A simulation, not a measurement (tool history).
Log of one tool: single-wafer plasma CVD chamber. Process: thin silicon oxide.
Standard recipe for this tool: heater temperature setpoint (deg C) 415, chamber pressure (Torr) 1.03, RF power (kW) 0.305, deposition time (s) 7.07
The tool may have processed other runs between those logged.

run	day	heater temperature setpoint (deg C)	chamber pressure (Torr)	RF power (kW)	deposition time (s)	read-back reference wafer on the same gauge, thickness_nm	mean film thickness on the monitor wafer (nm)
1	0.000	415	1.03	0.290	7.07	15.203	15.435
2	0.321	415	1.03	0.305	7.07	15.202	16.020
3	0.662	415	1.03	0.305	7.07	15.198	16.025
4	1.150	415	1.03	0.305	7.51	15.188	17.031
5	1.712	415	1.03	0.305	7.51	15.201	16.988
6	2.217	415	1.03	0.305	7.07	15.203	15.996
7	2.471	415	1.03	0.305	7.07	15.200	16.021
8	2.846	415	1.03	0.305	7.07	15.200	16.038
9	3.288	415	1.03	0.305	7.07	15.200	16.021
10	3.838	415	1.03	0.305	7.07	15.205	16.005
# day 4.888: showerhead replaced
11	4.908	415	1.03	0.305	7.07	15.198	16.018
12	5.196	403	0.85	0.245	8.05	15.202	14.240
13	5.654	405	1.03	0.305	7.07	15.204	16.145
# day 6.308: RF generator calibrated
14	6.329	415	1.03	0.305	7.07	15.197	16.552
15	6.567	401	1.03	0.305	7.07	15.191	16.729
# day 6.879: gauge calibrated
16	7.192	406	1.13	0.305	7.07	15.189	17.198
17	7.612	430	1.22	0.305	5.89	15.200	14.501
18	7.883	415	1.03	0.305	7.07	15.203	16.539
19	8.358	415	0.80	0.305	5.88	15.195	12.573
20	8.758	415	0.91	0.305	7.07	15.194	15.899
21	9.096	415	0.78	0.355	6.62	15.198	15.380
# day 9.554: thermocouple changed; heater temperature recalibrated
22	9.592	415	1.03	0.305	7.86	15.193	18.361
# day 10.021: capacitance manometer re-zeroed and calibrated
23	10.171	415	1.03	0.305	7.07	15.197	16.140
24	10.592	415	1.03	0.325	7.07	15.193	16.821
25	11.283	415	1.03	0.305	7.07	15.187	16.167
26	12.012	415	1.03	0.305	7.07	15.186	16.124
27	12.567	415	1.03	0.305	6.15	15.199	14.043
28	13.300	411	1.03	0.305	7.07	15.198	16.149
29	13.883	425	1.25	0.305	7.07	15.192	17.137

Give the tool's hidden conditions for every run:
wafer temperature above the value expected at the setpoint (K): 0, the same for each run
gauge reads high (%): 0, the same for each run
H1: delivered RF power above the setpoint (%)
H2: true pressure above the setpoint (%)
run	H1	H2
1	-4.29	5.54
2	-4.3	5.57
3	-4.3	5.61
4	-4.31	5.65
5	-4.32	5.71
6	-4.33	5.76
7	-4.33	5.79
8	-4.34	5.83
9	-4.34	5.87
10	-4.35	5.93
11	-4.37	6.03
12	-4.37	6.06
13	-4.38	6.11
14	-0.0284	6.18
15	-0.0749	6.2
16	-0.195	6.26
17	-0.274	6.31
18	-0.323	6.33
19	-0.409	6.38
20	-0.48	6.42
21	-0.539	6.46
22	-0.624	6.51
23	-0.72	0.481
24	-0.789	0.524
25	-0.899	0.594
26	-1.01	0.667
27	-1.09	0.723
28	-1.2	0.797
29	-1.28	0.856
